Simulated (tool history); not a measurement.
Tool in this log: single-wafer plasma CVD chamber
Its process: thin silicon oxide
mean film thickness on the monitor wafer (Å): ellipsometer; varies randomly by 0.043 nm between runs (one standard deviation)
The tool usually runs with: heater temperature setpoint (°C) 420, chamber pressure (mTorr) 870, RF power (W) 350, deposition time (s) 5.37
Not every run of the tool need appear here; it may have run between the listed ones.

run    hour  heater temperature setpoint (°C)  chamber pressure (mTorr)  RF power (W)  deposition time (s)  wafers since the last listed run  hours since the last thermocouple change  hours since the last RF generator calibration  hours since the last manometer calibration  hours since the showerhead was replaced  hours since the gauge calibration  read-back reference wafer on the same gauge, thickness_nm  mean film thickness on the monitor wafer (Å)
  1       0                               420                       870           350                 5.37                                 0                                    1027.7                                          226.2                                      2112.2                                   1511.1                              444.5                                                       10.4                                        107.83
  2    45.6                               420                       870           350                 5.37                              1803                                    1073.3                                          271.8                                      2157.8                                   1556.7                              490.1                                                     10.405                                        106.83
  3    95.1                               420                       816           350                 5.37                              1958                                    1122.8                                          321.3                                      2207.3                                   1606.2                              539.6                                                      10.41                                        101.16
  4   155.9                               420                       816           350                 5.37                              2405                                    1183.6                                          382.1                                      2268.1                                     1667                              600.4                                                      10.42                                        101.42
  5   208.8                               420                       816           350                 5.37                              2092                                    1236.5                                            435                                        2321                                   1719.9                              653.3                                                     10.398                                        101.26
  6   274.5                               420                       870           350                 5.37                              2598                                    1302.2                                          500.7                                      2386.7                                   1785.6                                719                                                     10.403                                        105.95
  7   340.8                               420                       870           350                 5.37                              2622                                    1368.5                                            567                                        2453                                   1851.9                              785.3                                                     10.399                                        105.91
  8   506.1                               420                       870           350                 5.37                              6538                                    1533.8                                          732.3                                      2618.3                                   2017.2                              950.6                                                     10.397                                        105.14
  9   534.8                               420                       870           350                 5.37                              1135                                    1562.5                                            761                                        2647                                   2045.9                              979.3                                                     10.389                                        104.61
 10   578.3                               411                       945           350                 5.37                              1720                                      1606                                          804.5                                      2690.5                                   2089.4                             1022.8                                                     10.405                                        112.26
      605.9  -- capacitance manometer re-zeroed and calibrated
 11     615                               411                       945           350                 5.37                              1135                                    1642.7                                          841.2                                         9.1                                   2126.1                             1059.5                                                     10.394                                        118.49
      667.3  -- thermocouple changed; heater temperature recalibrated
      673.9  -- RF generator calibrated
      674.2  -- gauge calibrated
 12   674.8                               420                       870           305                 5.37                              1786                                       7.5                                            0.9                                        68.9                                   2185.9                                0.6                                                       10.4                                        105.93
 13   744.6                               420                       870           350                 5.37                              2761                                      77.3                                           70.7                                       138.7                                   2255.7                               70.4                                                     10.388                                        110.94
 14   856.4                               420                       870           350                 5.37                              4422                                     189.1                                          182.5                                       250.5                                   2367.5                              182.2                                                     10.399                                        110.78
 15   895.9                               420                       870           350                 5.37                              1562                                     228.6                                            222                                         290                                     2407                              221.7                                                     10.409                                        110.51
      929.1  -- showerhead replaced
 16   929.6                               426                       715           350                 5.37                              1016                                     262.3                                          255.7                                       323.7                                      0.5                              255.4                                                     10.395                                         94.16
 17   986.4                               427                       870           350                 5.05                              2246                                     319.1                                          312.5                                       380.5                                     57.3                              312.2                                                     10.422                                        103.46
 18  1041.5                               420                       976           350                 6.07                              2179                                     374.2                                          367.6                                       435.6                                    112.4                              367.3                                                     10.385                                        136.66
 19  1110.4                               433                       955           380                 5.82                              2725                                     443.1                                          436.5                                       504.5                                    181.3                              436.2                                                     10.399                                        130.18
 20  1150.4                               420                       870           350                 5.37                              1582                                     483.1                                          476.5                                       544.5                                    221.3                              476.2                                                     10.391                                        110.59
 21  1199.8                               420                       870           350                 5.37                              1954                                     532.5                                          525.9                                       593.9                                    270.7                              525.6                                                     10.384                                        110.93
 22  1267.3                               425                       937           350                 5.37                              2670                                       600                                          593.4                                       661.4                                    338.2                              593.1                                                     10.403                                        116.04
 23  1334.1                               420                       870           350                 5.77                              2642                                     666.8                                          660.2                                       728.2                                      405                              659.9                                                     10.399                                        118.53
 24  1405.6                               420                       870           290                 5.37                              2828                                     738.3                                          731.7                                       799.7                                    476.5                              731.4                                                     10.396                                        102.08

5 options for the next run, each taken on its own from the tool as it stands now. Forecast them:
  A  1406                               420                       870           350                 6.15                                15                                     738.7                                          732.1                                       800.1                                    476.9                              731.8                                                          ?                                             ?
  B  1406                               420                       799           350                 5.37                                15                                     738.7                                          732.1                                       800.1                                    476.9                              731.8                                                          ?                                             ?
  C  1406                               406                       976           320                 5.68                                15                                     738.7                                          732.1                                       800.1                                    476.9                              731.8                                                          ?                                             ?
  D  1406                               420                       870           375                 5.37                                15                                     738.7                                          732.1                                       800.1                                    476.9                              731.8                                                          ?                                             ?
  E  1406                               420                       710           350                 5.37                                15                                     738.7                                          732.1                                       800.1                                    476.9                              731.8                                                          ?                                             ?

run  read-back reference wafer on the same gauge, thickness_nm  mean film thickness on the monitor wafer (Å)
  A                                                     10.405                                        126.07
  B                                                     10.405                                        103.21
  C                                                     10.405                                        123.63
  D                                                     10.405                                         112.9
  E                                                     10.405                                         93.61
Without the tool's unlogged condition, the same runs would have read:
run  mean film thickness on the monitor wafer (Å)
  A                                        126.68
  B                                        103.77
  C                                        124.23
  D                                        113.44
  E                                         94.16

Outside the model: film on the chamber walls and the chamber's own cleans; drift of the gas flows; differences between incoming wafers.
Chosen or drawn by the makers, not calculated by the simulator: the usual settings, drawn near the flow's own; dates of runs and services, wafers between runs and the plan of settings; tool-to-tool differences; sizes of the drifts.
